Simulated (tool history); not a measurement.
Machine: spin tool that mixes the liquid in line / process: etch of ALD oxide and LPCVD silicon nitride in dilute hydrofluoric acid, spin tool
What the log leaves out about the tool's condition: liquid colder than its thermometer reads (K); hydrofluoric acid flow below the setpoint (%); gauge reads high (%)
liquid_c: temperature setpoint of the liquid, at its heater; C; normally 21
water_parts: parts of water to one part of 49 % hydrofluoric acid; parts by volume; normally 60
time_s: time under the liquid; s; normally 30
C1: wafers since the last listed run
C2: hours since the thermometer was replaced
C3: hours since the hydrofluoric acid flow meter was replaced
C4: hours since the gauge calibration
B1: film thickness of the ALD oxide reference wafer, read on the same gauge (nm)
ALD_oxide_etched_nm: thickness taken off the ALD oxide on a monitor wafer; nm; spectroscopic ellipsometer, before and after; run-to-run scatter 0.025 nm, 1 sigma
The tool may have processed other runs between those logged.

{"run": 1, "hour": 0.0, "liquid_c": 21, "water_parts": 60, "time_s": 30, "C1": 0, "C2": 909.6, "C3": 1865.8, "C4": 141.5, "B1": 79.95, "ALD_oxide_etched_nm": 7.29}
{"hour": 4.6, "done": "gauge calibrated"}
{"run": 2, "hour": 12.9, "liquid_c": 21, "water_parts": 70, "time_s": 30, "C1": 169, "C2": 922.5, "C3": 1878.7, "C4": 8.3, "B1": 79.98, "ALD_oxide_etched_nm": 6.16}
{"run": 3, "hour": 28.4, "liquid_c": 21, "water_parts": 70, "time_s": 30, "C1": 203, "C2": 938, "C3": 1894.2, "C4": 23.8, "B1": 80, "ALD_oxide_etched_nm": 6.17}
{"run": 4, "hour": 44.5, "liquid_c": 21, "water_parts": 60, "time_s": 30, "C1": 211, "C2": 954.1, "C3": 1910.3, "C4": 39.9, "B1": 80.04, "ALD_oxide_etched_nm": 7.28}
{"run": 5, "hour": 58.4, "liquid_c": 21, "water_parts": 60, "time_s": 30, "C1": 182, "C2": 968, "C3": 1924.2, "C4": 53.8, "B1": 79.98, "ALD_oxide_etched_nm": 7.26}
{"run": 6, "hour": 75.3, "liquid_c": 21, "water_parts": 60, "time_s": 30, "C1": 221, "C2": 984.9, "C3": 1941.1, "C4": 70.7, "B1": 79.93, "ALD_oxide_etched_nm": 7.26}
{"hour": 76.6, "done": "thermometer replaced"}
{"run": 7, "hour": 83.1, "liquid_c": 21, "water_parts": 60, "time_s": 30, "C1": 89, "C2": 6.5, "C3": 1948.9, "C4": 78.5, "B1": 79.96, "ALD_oxide_etched_nm": 7.3}
{"run": 8, "hour": 101.0, "liquid_c": 21, "water_parts": 60, "time_s": 30, "C1": 235, "C2": 24.4, "C3": 1966.8, "C4": 96.4, "B1": 79.99, "ALD_oxide_etched_nm": 7.22}
{"run": 9, "hour": 117.4, "liquid_c": 21, "water_parts": 60, "time_s": 30, "C1": 215, "C2": 40.8, "C3": 1983.2, "C4": 112.8, "B1": 80.02, "ALD_oxide_etched_nm": 7.18}
{"run": 10, "hour": 124.1, "liquid_c": 21, "water_parts": 60, "time_s": 30, "C1": 87, "C2": 47.5, "C3": 1989.9, "C4": 119.5, "B1": 79.99, "ALD_oxide_etched_nm": 7.22}
{"run": 11, "hour": 132.5, "liquid_c": 24, "water_parts": 60, "time_s": 30, "C1": 110, "C2": 55.9, "C3": 1998.3, "C4": 127.9, "B1": 80.02, "ALD_oxide_etched_nm": 8.21}
{"hour": 141.0, "done": "hydrofluoric acid flow meter replaced"}
{"hour": 141.2, "done": "gauge calibrated"}
{"run": 12, "hour": 146.5, "liquid_c": 23, "water_parts": 80, "time_s": 40, "C1": 170, "C2": 69.9, "C3": 5.5, "C4": 5.3, "B1": 80.01, "ALD_oxide_etched_nm": 8.63}
{"run": 13, "hour": 155.0, "liquid_c": 21, "water_parts": 60, "time_s": 30, "C1": 111, "C2": 78.4, "C3": 14, "C4": 13.8, "B1": 79.96, "ALD_oxide_etched_nm": 8.1}
{"run": 14, "hour": 164.9, "liquid_c": 21, "water_parts": 50, "time_s": 45, "C1": 129, "C2": 88.3, "C3": 23.9, "C4": 23.7, "B1": 80, "ALD_oxide_etched_nm": 14.84}
{"run": 15, "hour": 175.4, "liquid_c": 24.5, "water_parts": 60, "time_s": 30, "C1": 137, "C2": 98.8, "C3": 34.4, "C4": 34.2, "B1": 80.02, "ALD_oxide_etched_nm": 9.42}
{"run": 16, "hour": 182.3, "liquid_c": 21, "water_parts": 75, "time_s": 30, "C1": 90, "C2": 105.7, "C3": 41.3, "C4": 41.1, "B1": 79.95, "ALD_oxide_etched_nm": 6.34}

Give the tool's hidden conditions for every run:
liquid colder than its thermometer reads (K): 0 at every run
gauge reads high (%): 0 at every run
H1: hydrofluoric acid flow below the setpoint (%)
run=1 H1=10.2
run=2 H1=10.3
run=3 H1=10.3
run=4 H1=10.4
run=5 H1=10.5
run=6 H1=10.6
run=7 H1=10.6
run=8 H1=10.7
run=9 H1=10.8
run=10 H1=10.8
run=11 H1=10.9
run=12 H1=0.488
run=13 H1=0.532
run=14 H1=0.584
run=15 H1=0.639
run=16 H1=0.676

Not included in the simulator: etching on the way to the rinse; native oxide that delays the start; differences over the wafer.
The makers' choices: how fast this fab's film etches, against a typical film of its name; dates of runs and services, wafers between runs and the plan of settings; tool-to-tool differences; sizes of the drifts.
